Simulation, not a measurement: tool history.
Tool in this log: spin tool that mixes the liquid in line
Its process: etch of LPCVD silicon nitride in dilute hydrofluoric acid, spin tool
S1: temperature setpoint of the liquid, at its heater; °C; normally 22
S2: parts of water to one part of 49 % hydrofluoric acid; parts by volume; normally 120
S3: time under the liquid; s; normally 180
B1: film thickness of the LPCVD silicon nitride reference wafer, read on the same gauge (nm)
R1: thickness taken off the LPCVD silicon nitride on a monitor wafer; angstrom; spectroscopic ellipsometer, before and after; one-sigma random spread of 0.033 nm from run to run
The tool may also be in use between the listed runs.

Run 1, hour 0: usual settings but S1 19 °C; B1 80.022. Result: R1 3.91 angstrom.
Run 2, hour 23.7: usual settings but S1 19 °C; B1 79.982. Result: R1 4.18 angstrom.
Run 3, hour 37.3: usual settings but S1 19 °C; B1 80.029. Result: R1 4.26 angstrom.
Run 4, hour 73.2: usual settings but S2 105 parts by volume; B1 79.961. Result: R1 6.15 angstrom.
Run 5, hour 106.1: usual settings; B1 79.963. Result: R1 4.33 angstrom.
At hour 114.2: gauge calibrated.
Run 6, hour 129.8: usual settings; B1 80.003. Result: R1 4.83 angstrom.
Run 7, hour 159.3: usual settings; B1 79.979. Result: R1 4.78 angstrom.
At hour 173.8: hydrofluoric acid flow meter replaced.
Run 8, hour 189.5: usual settings but S1 26.5 °C, S2 145 parts by volume, S3 220 s; B1 80.012. Result: R1 7.15 angstrom.
Run 9, hour 223.3: usual settings; B1 80.005. Result: R1 4.42 angstrom.
Run 10, hour 259.2: usual settings but S1 20.5 °C, S2 65 parts by volume, S3 110 s; B1 79.979. Result: R1 5.23 angstrom.
Run 11, hour 294.6: usual settings but S1 19 °C, S2 170 parts by volume, S3 235 s; B1 79.997. Result: R1 4.1 angstrom.
At hour 297.6: thermometer replaced.
Run 12, hour 326.1: usual settings but S1 24.5 °C; B1 80.009. Result: R1 5.16 angstrom.
Run 13, hour 345.1: usual settings but S1 26.5 °C, S2 105 parts by volume; B1 80.012. Result: R1 7.54 angstrom.
Run 14, hour 375.8: usual settings; B1 79.997. Result: R1 5.04 angstrom.

5 ways to go on from here, each from the tool as it stands after run 14. What would each give?
Run A, hour 376.3: usual settings; B1 ?. Result: R1 ?.
Run B, hour 376.3: usual settings but S1 20.5 °C; B1 ?. Result: R1 ?.
Run C, hour 376.3: usual settings but S3 210 s; B1 ?. Result: R1 ?.
Run D, hour 376.3: usual settings but S3 100 s; B1 ?. Result: R1 ?.
Run E, hour 376.3: usual settings but S1 17.5 °C; B1 ?. Result: R1 ?.

run      B1    R1
  A  80.006  4.43
  B  80.006     4
  C  80.006  5.16
  D  80.006  2.46
  E  80.006  3.26
Stripped of hidden state, with their random variation kept, the same runs would have yielded:
run    R1
  A  4.43
  B     4
  C  5.16
  D  2.46
  E  3.26
